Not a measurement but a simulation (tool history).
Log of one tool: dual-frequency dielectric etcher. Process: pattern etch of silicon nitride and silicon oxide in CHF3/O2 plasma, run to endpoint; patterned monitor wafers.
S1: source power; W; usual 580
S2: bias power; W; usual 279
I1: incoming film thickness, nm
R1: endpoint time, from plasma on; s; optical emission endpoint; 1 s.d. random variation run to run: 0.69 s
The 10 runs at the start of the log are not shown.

run 11 hour=661.9 | S1=580 S2=250 | I1=218.4 | R1=139.5
run 12 hour=716.7 | S1=580 S2=250 | I1=217.1 | R1=137.4
run 13 hour=769.7 | S1=580 S2=250 | I1=220.6 | R1=140.2
-- hour=833.2 wet clean of the chamber, repeated, since the last time left the tool worse
run 14 hour=840.9 | S1=580 S2=319 | I1=219.5 | R1=117.3
-- hour=887.0 source power generator calibrated
run 15 hour=910.4 | S1=660 S2=320 | I1=216.0 | R1=107.7
run 16 hour=972.2 | S1=580 S2=243 | I1=219.6 | R1=135.2
run 17 hour=1021.2 | S1=520 S2=251 | I1=218.3 | R1=138.7
run 18 hour=1070.8 | S1=700 S2=254 | I1=219.7 | R1=117.3
run 19 hour=1123.0 | S1=580 S2=279 | I1=220.9 | R1=122.3
run 20 hour=1175.1 | S1=580 S2=279 | I1=219.3 | R1=122.6
run 21 hour=1205.8 | S1=580 S2=279 | I1=218.6 | R1=121.0
run 22 hour=1240.8 | S1=710 S2=326 | I1=217.7 | R1=100.2
-- hour=1253.5 bias power generator calibrated
-- hour=1275.3 wet clean of the chamber
run 23 hour=1312.6 | S1=580 S2=279 | I1=218.0 | R1=124.7
run 24 hour=1373.9 | S1=580 S2=279 | I1=217.2 | R1=124.9
-- hour=1403.7 upper electrode replaced
run 25 hour=1406.5 | S1=580 S2=279 | I1=220.3 | R1=125.7
run 26 hour=1465.8 | S1=470 S2=279 | I1=217.0 | R1=136.8
run 27 hour=1498.0 | S1=710 S2=340 | I1=216.0 | R1=98.5
run 28 hour=1545.9 | S1=630 S2=302 | I1=218.4 | R1=114.0
run 29 hour=1607.7 | S1=470 S2=244 | I1=218.4 | R1=146.3
run 30 hour=1657.7 | S1=680 S2=238 | I1=220.6 | R1=123.8
-- hour=1729.3 wet clean of the chamber
run 31 hour=1729.8 | S1=580 S2=254 | I1=220.4 | R1=133.3
run 32 hour=1770.3 | S1=450 S2=255 | I1=216.3 | R1=146.4
run 33 hour=1975.0 | S1=680 S2=252 | I1=220.2 | R1=120.4

5 options for the next run, each taken on its own from the tool as it stands now. Forecast them:
run A hour=1975.5 | S1=580 S2=279 | I1=217.6 | R1=?
run B hour=1975.5 | S1=620 S2=209 | I1=217.6 | R1=?
run C hour=1975.5 | S1=580 S2=259 | I1=217.6 | R1=?
run D hour=1975.5 | S1=620 S2=279 | I1=217.6 | R1=?
run E hour=1975.5 | S1=580 S2=244 | I1=217.6 | R1=?

run=A R1=120.7
run=B R1=138.4
run=C R1=125.9
run=D R1=116.9
run=E R1=130.4
What these runs would have given with no unlogged condition in the tool:
run=A R1=124.7
run=B R1=142.9
run=C R1=130.0
run=D R1=120.7
run=E R1=134.6
